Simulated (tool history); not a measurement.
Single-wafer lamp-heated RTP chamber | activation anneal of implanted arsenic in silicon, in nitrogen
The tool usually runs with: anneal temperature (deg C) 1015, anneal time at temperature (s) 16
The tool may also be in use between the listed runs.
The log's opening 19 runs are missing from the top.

run   hour  anneal temperature (deg C)  anneal time at temperature (s)  wafers since the last listed run  wafers since the last pyrometer calibration  wafers since the reflector plate was cleaned  hours since the gauge calibration  read-back reference wafer on the same gauge, sheet resistance  sheet resistance of the implanted and annealed layer (ohm/square)
 20  212.9                        1015                              16                               218                                          727                                           289                              510.9                                                         764.90                                                             643.75
 21  229.3                        1025                              16                               232                                          960                                           522                              527.3                                                         765.30                                                             639.81
     232.3  -- gauge calibrated
 22  244.0                         993                              24                               208                                         1169                                           731                               11.7                                                         764.97                                                             645.68
 23  254.0                         986                              16                               142                                         1311                                           873                               21.7                                                         764.71                                                             652.11
 24  305.2                        1034                              19                               727                                         2038                                          1600                               72.9                                                         765.11                                                             634.36
 25  320.4                        1001                              10                               215                                         2254                                          1815                               88.1                                                         765.13                                                             653.77
 26  332.8                        1015                               9                               176                                         2430                                          1992                              100.5                                                         765.06                                                             651.03
 27  347.0                        1015                              16                               201                                         2632                                          2193                              114.7                                                         764.53                                                             644.10
 28  357.8                        1015                              16                               153                                         2785                                          2347                              125.5                                                         765.33                                                             643.85
 29  368.6                        1015                              23                               153                                         2938                                          2500                              136.3                                                         764.85                                                             637.93
 30  374.9                        1015                              16                                89                                         3028                                          2589                              142.6                                                         764.97                                                             642.51
 31  388.8                         999                              16                               197                                         3225                                          2787                              156.5                                                         764.78                                                             649.02
 32  401.9                        1006                              26                               186                                         3411                                          2973                              169.6                                                         765.18                                                             638.77
 33  412.0                         992                              12                               143                                         3555                                          3116                              179.7                                                         764.84                                                             651.38
 34  423.3                        1007                              19                               160                                         3715                                          3277                              191.0                                                         764.85                                                             644.47
 35  438.3                        1036                              16                               213                                         3928                                          3490                              206.0                                                         764.79                                                             634.02
 36  446.8                        1015                              22                               120                                         4049                                          3611                              214.5                                                         764.90                                                             637.06

Alternative continuations, all from the tool just after run 36; predict every row:
  A  447.2                        1015                              16                                 5                                         4054                                          3616                              214.9                                                              ?                                                                  ?
  B  447.2                        1015                              19                                 5                                         4054                                          3616                              214.9                                                              ?                                                                  ?
  C  447.2                        1037                              24                                 5                                         4054                                          3616                              214.9                                                              ?                                                                  ?
  D  447.2                         990                              16                                 5                                         4054                                          3616                              214.9                                                              ?                                                                  ?
  E  447.2                        1024                              22                                 5                                         4054                                          3616                              214.9                                                              ?                                                                  ?

run  read-back reference wafer on the same gauge, sheet resistance  sheet resistance of the implanted and annealed layer (ohm/square)
  A                                                         764.77                                                             643.05
  B                                                         764.77                                                             640.50
  C                                                         764.77                                                             626.06
  D                                                         764.77                                                             650.11
  E                                                         764.77                                                             634.35
What these runs would have given with no unlogged condition in the tool:
run  sheet resistance of the implanted and annealed layer (ohm/square)
  A                                                             644.14
  B                                                             641.70
  C                                                             627.88
  D                                                             650.92
  E                                                             635.83

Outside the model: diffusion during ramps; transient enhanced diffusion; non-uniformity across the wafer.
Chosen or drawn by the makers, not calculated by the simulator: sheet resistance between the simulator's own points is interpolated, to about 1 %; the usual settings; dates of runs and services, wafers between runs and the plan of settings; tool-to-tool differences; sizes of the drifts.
